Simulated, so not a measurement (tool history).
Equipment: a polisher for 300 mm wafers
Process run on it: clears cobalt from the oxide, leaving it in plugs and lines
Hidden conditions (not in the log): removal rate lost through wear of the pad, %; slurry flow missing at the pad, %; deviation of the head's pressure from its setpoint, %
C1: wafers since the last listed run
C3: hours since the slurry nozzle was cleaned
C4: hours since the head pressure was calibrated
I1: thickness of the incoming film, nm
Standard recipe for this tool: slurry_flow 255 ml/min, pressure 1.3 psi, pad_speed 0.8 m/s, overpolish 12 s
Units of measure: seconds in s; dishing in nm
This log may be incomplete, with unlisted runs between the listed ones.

run 1 hour=0 | slurry_flow=255 pressure=1.3 pad_speed=0.94 overpolish=12 | C1=0 wafers_polished_on_this_pad=1514 C3=354.8 C4=555.6 | I1=166.1 | seconds=59.7 dishing=24.8
-- hour=7.2 worn pad replaced by a new one
run 2 hour=40.5 | slurry_flow=255 pressure=1.3 pad_speed=0.8 overpolish=12 | C1=341 wafers_polished_on_this_pad=311 C3=395.3 C4=596.1 | I1=167.9 | seconds=65.2 dishing=23.3
run 3 hour=68.6 | slurry_flow=255 pressure=1.3 pad_speed=0.8 overpolish=12 | C1=262 wafers_polished_on_this_pad=574 C3=423.4 C4=624.2 | I1=171.6 | seconds=70.5 dishing=23.4
run 4 hour=120.7 | slurry_flow=300 pressure=1.3 pad_speed=0.8 overpolish=12 | C1=487 wafers_polished_on_this_pad=1061 C3=475.5 C4=676.3 | I1=171.1 | seconds=70 dishing=22.8
-- hour=126.3 slurry nozzle cleaned
run 5 hour=147.5 | slurry_flow=300 pressure=1.3 pad_speed=0.8 overpolish=12 | C1=241 wafers_polished_on_this_pad=1302 C3=21.2 C4=703.1 | I1=172.5 | seconds=68.9 dishing=22.3
-- hour=163.9 worn pad replaced by a new one
run 6 hour=204.4 | slurry_flow=310 pressure=1.3 pad_speed=0.8 overpolish=12 | C1=494 wafers_polished_on_this_pad=378 C3=78.1 C4=760 | I1=172.3 | seconds=67.1 dishing=23.7
run 7 hour=237.9 | slurry_flow=255 pressure=1.3 pad_speed=0.68 overpolish=10 | C1=313 wafers_polished_on_this_pad=691 C3=111.6 C4=793.5 | I1=171.2 | seconds=81.3 dishing=17.7
run 8 hour=264.5 | slurry_flow=220 pressure=1.1 pad_speed=0.8 overpolish=12 | C1=248 wafers_polished_on_this_pad=940 C3=138.2 C4=820.1 | I1=171.9 | seconds=83.7 dishing=19.9
run 9 hour=308.9 | slurry_flow=220 pressure=1.1 pad_speed=0.8 overpolish=12 | C1=415 wafers_polished_on_this_pad=1355 C3=182.6 C4=864.5 | I1=172.3 | seconds=83.6 dishing=19.8
-- hour=345.3 worn pad replaced by a new one
run 10 hour=357.8 | slurry_flow=220 pressure=1.1 pad_speed=0.8 overpolish=12 | C1=419 wafers_polished_on_this_pad=116 C3=231.5 C4=913.4 | I1=170.2 | seconds=78.2 dishing=20.8
run 11 hour=400.2 | slurry_flow=195 pressure=0.8 pad_speed=0.8 overpolish=12 | C1=396 wafers_polished_on_this_pad=512 C3=273.9 C4=955.8 | I1=168.8 | seconds=106.5 dishing=15.9
run 12 hour=445.8 | slurry_flow=300 pressure=1.3 pad_speed=0.8 overpolish=12 | C1=426 wafers_polished_on_this_pad=939 C3=319.5 C4=1001.4 | I1=171.4 | seconds=71.1 dishing=22.2
-- hour=501.5 head pressure recalibrated
run 13 hour=504.3 | slurry_flow=285 pressure=0.8 pad_speed=0.54 overpolish=6 | C1=528 wafers_polished_on_this_pad=1467 C3=378 C4=2.8 | I1=168.2 | seconds=144.8 dishing=6.3
-- hour=530.3 worn pad replaced by a new one
run 14 hour=535.9 | slurry_flow=165 pressure=1.5 pad_speed=0.8 overpolish=12 | C1=258 wafers_polished_on_this_pad=52 C3=409.6 C4=34.4 | I1=169.8 | seconds=58.5 dishing=25
-- hour=562.3 slurry nozzle cleaned
run 15 hour=602 | slurry_flow=255 pressure=1.8 pad_speed=1.06 overpolish=12 | C1=608 wafers_polished_on_this_pad=661 C3=39.7 C4=100.5 | I1=167.8 | seconds=39.5 dishing=32.6
run 16 hour=641.8 | slurry_flow=255 pressure=1.3 pad_speed=0.8 overpolish=12 | C1=372 wafers_polished_on_this_pad=1033 C3=79.5 C4=140.3 | I1=172 | seconds=70.4 dishing=21.9
-- hour=688.3 worn pad replaced by a new one
run 17 hour=692.6 | slurry_flow=205 pressure=1.3 pad_speed=0.8 overpolish=12 | C1=437 wafers_polished_on_this_pad=39 C3=130.3 C4=191.1 | I1=168.7 | seconds=64.9 dishing=23.4
run 18 hour=738.8 | slurry_flow=255 pressure=1.3 pad_speed=0.6 overpolish=7 | C1=431 wafers_polished_on_this_pad=471 C3=176.5 C4=237.3 | I1=168.9 | seconds=87.6 dishing=12.1
run 19 hour=807.1 | slurry_flow=255 pressure=1.3 pad_speed=0.8 overpolish=12 | C1=638 wafers_polished_on_this_pad=1110 C3=244.8 C4=305.6 | I1=171.1 | seconds=70.4 dishing=22.3
run 20 hour=852.1 | slurry_flow=230 pressure=1.6 pad_speed=0.56 overpolish=12 | C1=420 wafers_polished_on_this_pad=1531 C3=289.8 C4=350.6 | I1=171.7 | seconds=85.2 dishing=20
-- hour=898.2 worn pad replaced by a new one
run 21 hour=920.9 | slurry_flow=255 pressure=1.1 pad_speed=0.8 overpolish=17 | C1=605 wafers_polished_on_this_pad=212 C3=358.6 C4=419.4 | I1=170.7 | seconds=76.1 dishing=26.5

Forecast each of these 5 alternatives for the next run:
run A hour=921.3 | slurry_flow=255 pressure=1.3 pad_speed=0.8 overpolish=12 | C1=3 wafers_polished_on_this_pad=215 C3=359 C4=419.8 | I1=168.8 | seconds=? dishing=?
run B hour=921.3 | slurry_flow=210 pressure=1.4 pad_speed=0.94 overpolish=18 | C1=3 wafers_polished_on_this_pad=215 C3=359 C4=419.8 | I1=168.8 | seconds=? dishing=?
run C hour=921.3 | slurry_flow=255 pressure=1.3 pad_speed=0.88 overpolish=8 | C1=3 wafers_polished_on_this_pad=215 C3=359 C4=419.8 | I1=168.8 | seconds=? dishing=?
run D hour=921.3 | slurry_flow=285 pressure=1.5 pad_speed=1 overpolish=18 | C1=3 wafers_polished_on_this_pad=215 C3=359 C4=419.8 | I1=168.8 | seconds=? dishing=?
run E hour=921.3 | slurry_flow=255 pressure=1.6 pad_speed=0.8 overpolish=12 | C1=3 wafers_polished_on_this_pad=215 C3=359 C4=419.8 | I1=168.8 | seconds=? dishing=?

run=A seconds=62.6 dishing=23.8
run=B seconds=52.1 dishing=35.1
run=C seconds=57.5 dishing=18.6
run=D seconds=44.6 dishing=38.1
run=E seconds=52.2 dishing=27.1
Without the tool's hidden state the same runs would have given:
run=A seconds=59.4 dishing=24.7
run=B seconds=49.5 dishing=36.1
run=C seconds=54.6 dishing=19.4
run=D seconds=42.4 dishing=39.1
run=E seconds=49.6 dishing=28.1
